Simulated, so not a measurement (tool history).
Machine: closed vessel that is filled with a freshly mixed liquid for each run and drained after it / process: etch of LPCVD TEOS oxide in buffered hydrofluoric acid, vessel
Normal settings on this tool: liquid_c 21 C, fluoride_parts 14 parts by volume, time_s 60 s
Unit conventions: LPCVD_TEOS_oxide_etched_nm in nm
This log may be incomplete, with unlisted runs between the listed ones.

| run | hour | liquid_c | fluoride_parts | time_s | read-back film thickness of the LPCVD TEOS oxide reference wafer, read on the same gauge (nm) | LPCVD_TEOS_oxide_etched_nm |
|---|---|---|---|---|---|---|
| 1 | 0 | 21 | 12 | 70 | 59.98 | 115.9 |
| 2 | 69.9 | 21 | 12 | 70 | 60.01 | 117.28 |
| 3 | 108.1 | 21 | 14 | 60 | 59.96 | 86.61 |
| 4 | 170 | 21 | 14 | 60 | 59.98 | 86.56 |
| 5 | 218.9 | 21 | 14 | 45 | 59.98 | 66.62 |
| 6 | 275.8 | 21 | 14 | 60 | 60 | 89.32 |
| 7 | 301.6 | 21 | 14 | 60 | 60.03 | 89.29 |
|  | 316.2 | hydrofluoric acid flow meter replaced |
| 8 | 346.7 | 21 | 14 | 60 | 59.99 | 84.81 |
| 9 | 377.5 | 21 | 14 | 75 | 59.99 | 105.27 |
| 10 | 425.4 | 18 | 17 | 40 | 60 | 39.52 |
| 11 | 565.7 | 17.5 | 17.5 | 90 | 59.99 | 85.46 |
| 12 | 627.3 | 19.5 | 16.5 | 60 | 60.02 | 68.62 |
|  | 812.7 | thermometer replaced |
| 13 | 824.8 | 23.5 | 19 | 85 | 60 | 108.2 |
| 14 | 877.6 | 21 | 14 | 60 | 60 | 90.69 |
| 15 | 903.4 | 25 | 10 | 35 | 60.04 | 88.69 |
|  | 916.2 | hydrofluoric acid flow meter replaced |
| 16 | 957.7 | 26 | 17 | 50 | 59.94 | 75.9 |
|  | 1004.2 | gauge calibrated |
| 17 | 1025.1 | 21 | 14 | 60 | 59.96 | 84.47 |
| 18 | 1057.9 | 21 | 14 | 60 | 60.06 | 85.58 |
| 19 | 1097.1 | 17 | 16 | 60 | 59.95 | 60.73 |
| 20 | 1135.8 | 21 | 12 | 60 | 59.99 | 98.42 |
| 21 | 1169.5 | 21 | 14 | 60 | 59.96 | 87.01 |
| 22 | 1216.8 | 21 | 14 | 60 | 60.01 | 87 |
| 23 | 1311 | 23.5 | 12 | 60 | 60.04 | 116.92 |
| 24 | 1364.8 | 21 | 14 | 60 | 60.01 | 88.7 |
| 25 | 1397.6 | 21 | 14 | 60 | 59.98 | 89.63 |
| 26 | 1426.6 | 23.5 | 14 | 60 | 59.97 | 103.85 |
| 27 | 1463.3 | 18 | 17.5 | 35 | 59.99 | 35.78 |
| 28 | 1510.3 | 18.5 | 19 | 60 | 60.02 | 59.05 |
|  | 1520.8 | hydrofluoric acid flow meter replaced |
| 29 | 1540.4 | 22.5 | 16 | 45 | 60.02 | 60.21 |
| 30 | 1583.8 | 21 | 15.5 | 40 | 60 | 50.55 |

Run 31 comes next. What will it give?
| 31 | 1647.5 | 17 | 12 | 35 | ? | ? |

{"run 31": {"read-back film thickness of the LPCVD TEOS oxide reference wafer, read on the same gauge (nm)": 60, "LPCVD_TEOS_oxide_etched_nm": 46.44}}
With no hidden state in the tool, this same run would have given LPCVD_TEOS_oxide_etched_nm 45.3 nm.
